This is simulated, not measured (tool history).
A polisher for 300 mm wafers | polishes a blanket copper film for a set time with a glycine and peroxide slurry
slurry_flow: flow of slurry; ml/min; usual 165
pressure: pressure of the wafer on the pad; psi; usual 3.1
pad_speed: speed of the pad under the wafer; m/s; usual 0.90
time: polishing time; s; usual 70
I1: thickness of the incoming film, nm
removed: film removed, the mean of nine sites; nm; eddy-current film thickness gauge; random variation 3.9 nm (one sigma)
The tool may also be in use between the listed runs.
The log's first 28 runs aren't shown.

At day 16.258: head pressure recalibrated.
Run 29, day 16.304: usual settings but pad_speed 1.02 m/s, time 63 s; I1 1080.3. Result: removed 450.1 nm.
Run 30, day 17.050: usual settings but slurry_flow 115 ml/min, pressure 2.7 psi; I1 1076.4. Result: removed 387.7 nm.
Run 31, day 17.771: usual settings; I1 1079.4. Result: removed 442.0 nm.
Run 32, day 18.225: usual settings but pressure 2.5 psi; I1 1107.1. Result: removed 373.3 nm.
Run 33, day 18.762: usual settings but pressure 3.7 psi; I1 1094.6. Result: removed 513.7 nm.
At day 19.467: worn pad replaced by a new one.
Run 34, day 19.858: usual settings but slurry_flow 205 ml/min; I1 1075.5. Result: removed 451.6 nm.
Run 35, day 20.496: usual settings but slurry_flow 205 ml/min; I1 1110.0. Result: removed 447.3 nm.
Run 36, day 20.800: usual settings but slurry_flow 185 ml/min; I1 1099.2. Result: removed 439.4 nm.
Run 37, day 21.283: usual settings but pad_speed 1.08 m/s, time 83 s; I1 1109.1. Result: removed 606.5 nm.
Run 38, day 21.550: usual settings but slurry_flow 225 ml/min, pad_speed 1.02 m/s, time 83 s; I1 1088.1. Result: removed 590.9 nm.

3 ways to go on from here, each from the tool as it stands after run 38. What would each give?
Run A, day 21.567: usual settings but slurry_flow 125 ml/min; I1 1095.7. Result: removed ?.
Run B, day 21.567: usual settings but slurry_flow 205 ml/min, pressure 2.2 psi, pad_speed 0.70 m/s, time 49 s; I1 1095.7. Result: removed ?.
Run C, day 21.567: usual settings but time 93 s; I1 1095.7. Result: removed ?.

run  removed
  A    427.8
  B    199.5
  C    584.8
Without the tool's hidden state the same runs would have given:
run  removed
  A    439.2
  B    204.2
  C    600.3
